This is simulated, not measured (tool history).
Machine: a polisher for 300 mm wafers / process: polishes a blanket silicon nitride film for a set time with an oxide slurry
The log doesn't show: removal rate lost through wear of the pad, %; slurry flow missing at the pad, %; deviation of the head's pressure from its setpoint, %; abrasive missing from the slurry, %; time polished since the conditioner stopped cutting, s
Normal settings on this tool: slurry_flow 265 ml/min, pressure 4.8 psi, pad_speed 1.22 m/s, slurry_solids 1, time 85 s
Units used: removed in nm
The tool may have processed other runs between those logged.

run	hour	slurry_flow	pressure	pad_speed	slurry_solids	time	wafers since the last listed run	wafers polished on this pad	hours since the slurry nozzle was cleaned	hours since the head pressure was calibrated	hours since the slurry blender was calibrated	hours since the conditioning disc was replaced	incoming thickness of the incoming film, nm	removed
1	0	310	4.8	1.22	1	85	0	336	43	827.2	261.4	3.6	498.9	100.6
# hour 18.1: slurry blender recalibrated
2	29.5	265	4.8	1.5	1	85	237	574	72.5	856.7	11.4	33.1	493	117.9
3	81.5	265	4.8	1.5	1	85	449	1024	124.5	908.7	63.4	85.1	506.5	117.1
4	149.8	265	4.8	1.22	1.2	85	590	1615	192.8	977	131.7	153.4	500.8	108.4
# hour 249.6: worn pad replaced by a new one
# hour 315.2: slurry nozzle cleaned
5	332.6	265	4.8	1.22	1.2	85	1538	709	17.4	1159.8	314.5	336.2	489.2	104.9
6	369.1	265	4.8	1.22	1.2	85	315	1025	53.9	1196.3	351	372.7	495.9	103.1
# hour 378.6: conditioning disc replaced and pad reconditioned
# hour 381.4: slurry blender recalibrated
7	411.3	265	4.8	1.22	1	85	330	1355	96.1	1238.5	29.9	32.7	507.3	98.6
8	480.6	265	4.8	1.22	1	68	599	1955	165.4	1307.8	99.2	102	495.8	76.5
# hour 522.4: worn pad replaced by a new one
# hour 536: head pressure recalibrated
9	546.4	265	4.8	1.22	1	70	517	190	231.2	10.4	165	167.8	500.2	80.1
# hour 660.1: slurry blender recalibrated
# hour 679.5: slurry nozzle cleaned, repeated, since the last time left the tool worse
10	736.3	265	4.8	1.22	1	70	1617	1807	56.8	200.3	76.2	357.7	496.2	83.9
# hour 762.8: conditioning disc replaced and pad reconditioned
11	772	265	4.8	1.22	1	70	291	2099	92.5	236	111.9	9.2	496.2	84.3
12	807.7	265	4.8	1.22	0.95	85	308	2408	128.2	271.7	147.6	44.9	507.5	97.5
# hour 818.4: worn pad replaced by a new one
13	852.7	265	4.8	1.22	1	85	354	296	173.2	316.7	192.6	89.9	503.6	101
14	897.4	325	5.4	1.22	1	85	386	683	217.9	361.4	237.3	134.6	493.9	116.3
# hour 975.3: slurry blender recalibrated
15	985.4	230	4.8	1.42	1.2	85	744	1427	305.9	449.4	10.1	222.6	498.8	118.1
# hour 1031.9: slurry nozzle cleaned
16	1039.7	305	4.8	0.9	1	85	461	1888	7.8	503.7	64.4	276.9	500.2	78.8
17	1100.4	265	4.8	1.22	0.75	85	525	2414	68.5	564.4	125.1	337.6	502.2	88.7
18	1156.5	265	4.8	1.22	1	100	485	2899	124.6	620.5	181.2	393.7	492.6	119.5
# hour 1169.6: worn pad replaced by a new one
# hour 1193.1: conditioning disc replaced and pad reconditioned
19	1228.1	265	4.8	1.22	1	115	567	489	196.2	692.1	252.8	35	497.8	135.1
# hour 1306.3: slurry blender recalibrated
# hour 1373.2: slurry nozzle cleaned
20	1401.9	265	3.7	1.22	1.15	85	1477	1966	28.7	865.9	95.6	208.8	500.5	81.1
21	1430	265	4.8	1.22	0.8	85	243	2209	56.8	894	123.7	236.9	501.6	92.7
22	1460.8	265	4.8	1.22	1	85	266	2476	87.6	924.8	154.5	267.7	499.1	101.3
# hour 1505.6: worn pad replaced by a new one
23	1519	220	5.5	0.82	1	85	468	115	145.8	983	212.7	325.9	507.4	81.2
24	1545.4	265	4.8	1.22	1	106	228	343	172.2	1009.4	239.1	352.3	506.1	129.1
# hour 1583.1: slurry blender recalibrated
25	1597.3	265	4.8	1.22	1	85	431	775	224.1	1061.3	14.2	404.2	493.8	102.3

Hidden state or all else? Some run-to-run changes of removed, split into what the settings, what came in and random variation would give without the hidden state, and what is left for the hidden state (with any gauge scatter that isn't in both results):
Run 4 -> 5: worn pad replaced by a new one, slurry nozzle cleaned. removed -3.5 nm: hidden state -4, all else +0.5.
Run 9 -> 10: slurry blender recalibrated, slurry nozzle cleaned, repeated, since the last time left the tool worse. removed +3.8 nm: hidden state +5.3, all else -1.5.
Run 19 -> 20: pressure 4.8 -> 3.7, slurry_solids 1 -> 1.15, time 115 -> 85, slurry blender recalibrated, slurry nozzle cleaned. removed -54 nm: hidden state +1.2, all else -55.2.
Run 23 -> 24: slurry_flow 220 -> 265, pressure 5.5 -> 4.8, pad_speed 0.82 -> 1.22, time 85 -> 106. removed +47.9 nm: hidden state -0.4, all else +48.3.
